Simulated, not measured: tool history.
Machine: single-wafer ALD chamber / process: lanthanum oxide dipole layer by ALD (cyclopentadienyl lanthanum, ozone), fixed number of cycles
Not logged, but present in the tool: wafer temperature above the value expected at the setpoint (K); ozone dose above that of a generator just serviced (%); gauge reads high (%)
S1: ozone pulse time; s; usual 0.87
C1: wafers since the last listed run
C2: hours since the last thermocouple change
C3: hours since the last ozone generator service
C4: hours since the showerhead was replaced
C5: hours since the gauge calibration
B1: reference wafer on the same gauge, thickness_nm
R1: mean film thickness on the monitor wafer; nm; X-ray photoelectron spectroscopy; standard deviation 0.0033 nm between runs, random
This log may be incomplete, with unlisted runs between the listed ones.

{"run": 1, "day": 0.0, "S1": 0.87, "C1": 0, "C2": 1689.2, "C3": 599, "C4": 3335, "C5": 1515.5, "B1": 0.623, "R1": 0.543}
{"run": 2, "day": 1.175, "S1": 0.87, "C1": 624, "C2": 1717.4, "C3": 627.2, "C4": 3363.2, "C5": 1543.7, "B1": 0.622, "R1": 0.54}
{"run": 3, "day": 2.883, "S1": 0.87, "C1": 907, "C2": 1758.4, "C3": 668.2, "C4": 3404.2, "C5": 1584.7, "B1": 0.624, "R1": 0.546}
{"day": 3.279, "done": "showerhead replaced"}
{"run": 4, "day": 4.808, "S1": 1.02, "C1": 845, "C2": 1804.6, "C3": 714.4, "C4": 36.7, "C5": 1630.9, "B1": 0.622, "R1": 0.573}
{"run": 5, "day": 7.154, "S1": 1.02, "C1": 1245, "C2": 1860.9, "C3": 770.7, "C4": 93, "C5": 1687.2, "B1": 0.623, "R1": 0.569}
{"run": 6, "day": 9.458, "S1": 1.02, "C1": 1223, "C2": 1916.2, "C3": 826, "C4": 148.3, "C5": 1742.5, "B1": 0.623, "R1": 0.571}
{"run": 7, "day": 11.817, "S1": 0.79, "C1": 1252, "C2": 1972.8, "C3": 882.6, "C4": 204.9, "C5": 1799.1, "B1": 0.623, "R1": 0.515}
{"day": 11.846, "done": "gauge calibrated"}
{"day": 12.254, "done": "ozone generator serviced"}
{"run": 8, "day": 14.708, "S1": 0.79, "C1": 1358, "C2": 2042.2, "C3": 58.9, "C4": 274.3, "C5": 68.7, "B1": 0.623, "R1": 0.475}
{"run": 9, "day": 15.958, "S1": 1.13, "C1": 663, "C2": 2072.2, "C3": 88.9, "C4": 304.3, "C5": 98.7, "B1": 0.622, "R1": 0.55}
{"run": 10, "day": 16.983, "S1": 0.87, "C1": 544, "C2": 2096.8, "C3": 113.5, "C4": 328.9, "C5": 123.3, "B1": 0.623, "R1": 0.502}
{"run": 11, "day": 18.646, "S1": 0.87, "C1": 882, "C2": 2136.7, "C3": 153.4, "C4": 368.8, "C5": 163.2, "B1": 0.623, "R1": 0.503}
{"run": 12, "day": 19.846, "S1": 0.87, "C1": 637, "C2": 2165.5, "C3": 182.2, "C4": 397.6, "C5": 192, "B1": 0.623, "R1": 0.497}
{"run": 13, "day": 21.238, "S1": 0.87, "C1": 739, "C2": 2198.9, "C3": 215.6, "C4": 431, "C5": 225.4, "B1": 0.622, "R1": 0.499}
{"run": 14, "day": 22.804, "S1": 0.87, "C1": 832, "C2": 2236.5, "C3": 253.2, "C4": 468.6, "C5": 263, "B1": 0.623, "R1": 0.495}
{"run": 15, "day": 24.917, "S1": 0.67, "C1": 1121, "C2": 2287.2, "C3": 303.9, "C4": 519.3, "C5": 313.7, "B1": 0.623, "R1": 0.432}
{"run": 16, "day": 26.338, "S1": 0.7, "C1": 754, "C2": 2321.3, "C3": 338, "C4": 553.4, "C5": 347.8, "B1": 0.623, "R1": 0.443}
{"day": 28.654, "done": "ozone generator serviced, repeated, since the last time left the tool worse"}
{"run": 17, "day": 29.146, "S1": 0.64, "C1": 1314, "C2": 2388.7, "C3": 11.8, "C4": 620.8, "C5": 415.2, "B1": 0.624, "R1": 0.49}
{"run": 18, "day": 30.838, "S1": 0.58, "C1": 898, "C2": 2429.3, "C3": 52.4, "C4": 661.4, "C5": 455.8, "B1": 0.623, "R1": 0.472}
{"run": 19, "day": 32.342, "S1": 0.65, "C1": 798, "C2": 2465.4, "C3": 88.5, "C4": 697.5, "C5": 491.9, "B1": 0.624, "R1": 0.501}
{"run": 20, "day": 33.517, "S1": 0.66, "C1": 624, "C2": 2493.6, "C3": 116.7, "C4": 725.7, "C5": 520.1, "B1": 0.622, "R1": 0.498}
{"run": 21, "day": 36.175, "S1": 0.87, "C1": 1411, "C2": 2557.4, "C3": 180.5, "C4": 789.5, "C5": 583.9, "B1": 0.623, "R1": 0.552}
{"run": 22, "day": 38.342, "S1": 0.71, "C1": 1150, "C2": 2609.4, "C3": 232.5, "C4": 841.5, "C5": 635.9, "B1": 0.623, "R1": 0.509}
{"day": 40.362, "done": "thermocouple changed; heater temperature recalibrated"}
{"run": 23, "day": 41.254, "S1": 1.08, "C1": 1369, "C2": 21.4, "C3": 302.4, "C4": 911.4, "C5": 705.8, "B1": 0.622, "R1": 0.595}
{"run": 24, "day": 42.821, "S1": 0.87, "C1": 832, "C2": 59, "C3": 340, "C4": 949, "C5": 743.4, "B1": 0.623, "R1": 0.555}
{"run": 25, "day": 45.375, "S1": 0.57, "C1": 1356, "C2": 120.3, "C3": 401.3, "C4": 1010.3, "C5": 804.7, "B1": 0.623, "R1": 0.463}
{"run": 26, "day": 46.975, "S1": 0.68, "C1": 849, "C2": 158.7, "C3": 439.7, "C4": 1048.7, "C5": 843.1, "B1": 0.621, "R1": 0.497}
{"run": 27, "day": 49.346, "S1": 0.98, "C1": 1259, "C2": 215.6, "C3": 496.6, "C4": 1105.6, "C5": 900, "B1": 0.622, "R1": 0.572}
{"run": 28, "day": 51.558, "S1": 1.21, "C1": 1175, "C2": 268.7, "C3": 549.7, "C4": 1158.7, "C5": 953.1, "B1": 0.624, "R1": 0.607}
{"run": 29, "day": 52.971, "S1": 1.01, "C1": 750, "C2": 302.6, "C3": 583.6, "C4": 1192.6, "C5": 987, "B1": 0.622, "R1": 0.572}
{"run": 30, "day": 54.329, "S1": 0.54, "C1": 721, "C2": 335.2, "C3": 616.2, "C4": 1225.2, "C5": 1019.6, "B1": 0.621, "R1": 0.44}
{"run": 31, "day": 55.883, "S1": 0.62, "C1": 825, "C2": 372.5, "C3": 653.5, "C4": 1262.5, "C5": 1056.9, "B1": 0.624, "R1": 0.468}
{"run": 32, "day": 57.696, "S1": 1.2, "C1": 962, "C2": 416, "C3": 697, "C4": 1306, "C5": 1100.4, "B1": 0.624, "R1": 0.61}
{"run": 33, "day": 60.333, "S1": 1.05, "C1": 1400, "C2": 479.3, "C3": 760.3, "C4": 1369.3, "C5": 1163.7, "B1": 0.623, "R1": 0.576}
{"run": 34, "day": 61.467, "S1": 0.75, "C1": 601, "C2": 506.5, "C3": 787.5, "C4": 1396.5, "C5": 1190.9, "B1": 0.623, "R1": 0.502}

Hidden state at the last listed run before each entry between runs and at the first one after, where it differs:
Between runs 3 and 4: showerhead replaced (day 3.279)
  ozone dose above that of a generator just serviced (%): -7.83 -> -8.87
  measured value less the no-hidden-state value, R1: -0.017 -> -0.016 nm
Between runs 7 and 8: gauge calibrated (day 11.846); ozone generator serviced (day 12.254)
  ozone dose above that of a generator just serviced (%): -13.3 -> -24.9
  measured value less the no-hidden-state value, R1: -0.031 -> -0.064 nm
Between runs 16 and 17: ozone generator serviced, repeated, since the last time left the tool worse (day 28.654)
  ozone dose above that of a generator just serviced (%): -26.7 -> -1.51
  measured value less the no-hidden-state value, R1: -0.072 -> -0.003 nm
Between runs 22 and 23: thermocouple changed; heater temperature recalibrated (day 40.362)
  ozone dose above that of a generator just serviced (%): -2.39 -> -3.01
  measured value less the no-hidden-state value, R1: -0.006 -> -0.005 nm

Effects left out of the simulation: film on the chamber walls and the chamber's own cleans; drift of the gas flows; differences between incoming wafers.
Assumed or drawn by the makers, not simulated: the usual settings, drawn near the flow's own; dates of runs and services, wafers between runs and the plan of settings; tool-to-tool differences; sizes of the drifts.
